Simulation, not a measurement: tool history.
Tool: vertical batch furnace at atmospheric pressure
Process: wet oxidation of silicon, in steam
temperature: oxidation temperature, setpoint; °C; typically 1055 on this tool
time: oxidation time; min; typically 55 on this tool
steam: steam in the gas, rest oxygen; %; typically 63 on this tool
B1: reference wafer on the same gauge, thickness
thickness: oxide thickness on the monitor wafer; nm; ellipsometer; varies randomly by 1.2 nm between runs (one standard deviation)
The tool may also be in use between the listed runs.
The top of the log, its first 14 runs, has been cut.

run 15 hour=1108.1 | temperature=1055 time=55 steam=63 | B1=468.19 | thickness=397.45
-- hour=1122.2 gauge calibrated
run 16 hour=1184.1 | temperature=1055 time=44 steam=63 | B1=468.16 | thickness=342.81
run 17 hour=1282.7 | temperature=1055 time=55 steam=63 | B1=467.58 | thickness=395.19
run 18 hour=1363.2 | temperature=1064 time=55 steam=68 | B1=468.08 | thickness=435.15
run 19 hour=1426.7 | temperature=1070 time=39 steam=66 | B1=468.16 | thickness=355.54
run 20 hour=1504.8 | temperature=1055 time=55 steam=63 | B1=468.05 | thickness=390.7
run 21 hour=1611.4 | temperature=1055 time=44.5 steam=63 | B1=468.2 | thickness=339.82
-- hour=1636.5 thermocouples replaced and temperature profile calibrated
-- hour=1659.5 steam generator serviced
run 22 hour=1660 | temperature=1080 time=41 steam=63 | B1=468.15 | thickness=383.72
run 23 hour=1753.5 | temperature=1067 time=55 steam=63 | B1=467.68 | thickness=429.4

Expected results for the next run?
run 24 hour=1860.5 | temperature=1074 time=39.5 steam=63 | B1=? | thickness=?

Run 24 came out at B1 467.91, thickness 363.17 nm.
With the hidden condition absent and the run-to-run variation left alone, this run would have shown thickness 364.66 nm.
